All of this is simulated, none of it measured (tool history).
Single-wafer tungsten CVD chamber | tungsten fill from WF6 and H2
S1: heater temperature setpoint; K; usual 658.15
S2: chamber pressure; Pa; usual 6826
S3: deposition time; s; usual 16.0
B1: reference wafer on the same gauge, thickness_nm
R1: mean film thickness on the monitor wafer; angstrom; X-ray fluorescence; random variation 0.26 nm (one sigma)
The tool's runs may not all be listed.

run 1 hour=0.0 | S1=658.15 S2=6826 S3=16.0 | B1=52.509 | R1=491.11
run 2 hour=21.3 | S1=658.15 S2=6826 S3=16.0 | B1=52.468 | R1=497.32
run 3 hour=50.8 | S1=658.15 S2=6826 S3=16.0 | B1=52.410 | R1=493.20
run 4 hour=83.0 | S1=658.15 S2=6826 S3=16.0 | B1=52.332 | R1=494.06
run 5 hour=116.3 | S1=658.15 S2=6826 S3=16.0 | B1=52.445 | R1=501.02
run 6 hour=145.0 | S1=658.15 S2=6826 S3=17.6 | B1=52.495 | R1=544.52
run 7 hour=163.7 | S1=658.15 S2=6826 S3=17.6 | B1=52.440 | R1=557.64
run 8 hour=254.9 | S1=658.15 S2=6826 S3=17.6 | B1=52.304 | R1=552.75
run 9 hour=269.5 | S1=658.15 S2=6826 S3=14.3 | B1=52.505 | R1=453.69
run 10 hour=281.9 | S1=658.15 S2=7826 S3=16.0 | B1=52.387 | R1=528.11
run 11 hour=295.1 | S1=658.15 S2=7826 S3=16.0 | B1=52.426 | R1=538.05
run 12 hour=327.7 | S1=658.15 S2=7826 S3=16.0 | B1=52.417 | R1=535.34
run 13 hour=357.0 | S1=658.15 S2=6826 S3=15.0 | B1=52.503 | R1=476.31
-- hour=380.1 showerhead replaced
run 14 hour=387.9 | S1=658.15 S2=6826 S3=13.6 | B1=52.530 | R1=434.56
run 15 hour=403.8 | S1=658.15 S2=6826 S3=13.6 | B1=52.387 | R1=435.81
run 16 hour=424.6 | S1=658.15 S2=6826 S3=13.6 | B1=52.392 | R1=433.91
run 17 hour=487.8 | S1=658.15 S2=6826 S3=16.0 | B1=52.580 | R1=513.71
run 18 hour=542.7 | S1=672.15 S2=8519 S3=18.9 | B1=52.265 | R1=888.51
-- hour=561.8 thermocouple changed; heater temperature recalibrated
run 19 hour=562.3 | S1=658.15 S2=6826 S3=16.0 | B1=52.491 | R1=448.62
run 20 hour=587.1 | S1=672.15 S2=5573 S3=15.1 | B1=52.508 | R1=528.16
-- hour=589.3 gauge calibrated
run 21 hour=611.9 | S1=658.15 S2=8493 S3=16.0 | B1=52.470 | R1=479.86
-- hour=633.0 capacitance manometer re-zeroed and calibrated
run 22 hour=642.7 | S1=658.15 S2=6826 S3=17.6 | B1=52.381 | R1=493.41
run 23 hour=662.9 | S1=647.15 S2=6039 S3=18.7 | B1=52.291 | R1=386.41
run 24 hour=684.5 | S1=665.15 S2=7879 S3=13.6 | B1=52.371 | R1=463.98
run 25 hour=700.1 | S1=658.15 S2=6826 S3=16.0 | B1=52.408 | R1=446.50
run 26 hour=714.7 | S1=658.15 S2=6826 S3=16.0 | B1=52.429 | R1=446.67
run 27 hour=750.1 | S1=658.15 S2=6199 S3=16.0 | B1=52.364 | R1=426.66
run 28 hour=766.7 | S1=665.15 S2=6826 S3=14.8 | B1=52.550 | R1=481.71
run 29 hour=781.1 | S1=670.15 S2=5480 S3=13.8 | B1=52.217 | R1=456.59
run 30 hour=802.3 | S1=658.15 S2=6826 S3=16.0 | B1=52.427 | R1=443.53
run 31 hour=826.2 | S1=649.15 S2=5426 S3=13.6 | B1=52.392 | R1=279.32
run 32 hour=859.4 | S1=658.15 S2=6826 S3=16.0 | B1=52.527 | R1=444.80
run 33 hour=886.5 | S1=648.15 S2=5866 S3=17.8 | B1=52.583 | R1=368.77
run 34 hour=912.2 | S1=658.15 S2=6826 S3=16.0 | B1=52.512 | R1=445.16
run 35 hour=934.8 | S1=658.15 S2=8519 S3=17.4 | B1=52.316 | R1=529.07

Forecast each of these 3 alternatives for the next run:
run A hour=935.2 | S1=658.15 S2=6826 S3=19.1 | B1=? | R1=?
run B hour=935.2 | S1=658.15 S2=5720 S3=18.7 | B1=? | R1=?
run C hour=935.2 | S1=658.15 S2=5586 S3=16.0 | B1=? | R1=?

run=A B1=52.471 R1=527.58
run=B B1=52.471 R1=482.49
run=C B1=52.471 R1=408.87
Without the tool's hidden state the same runs would have given:
run=A R1=518.46
run=B R1=474.15
run=C R1=401.80
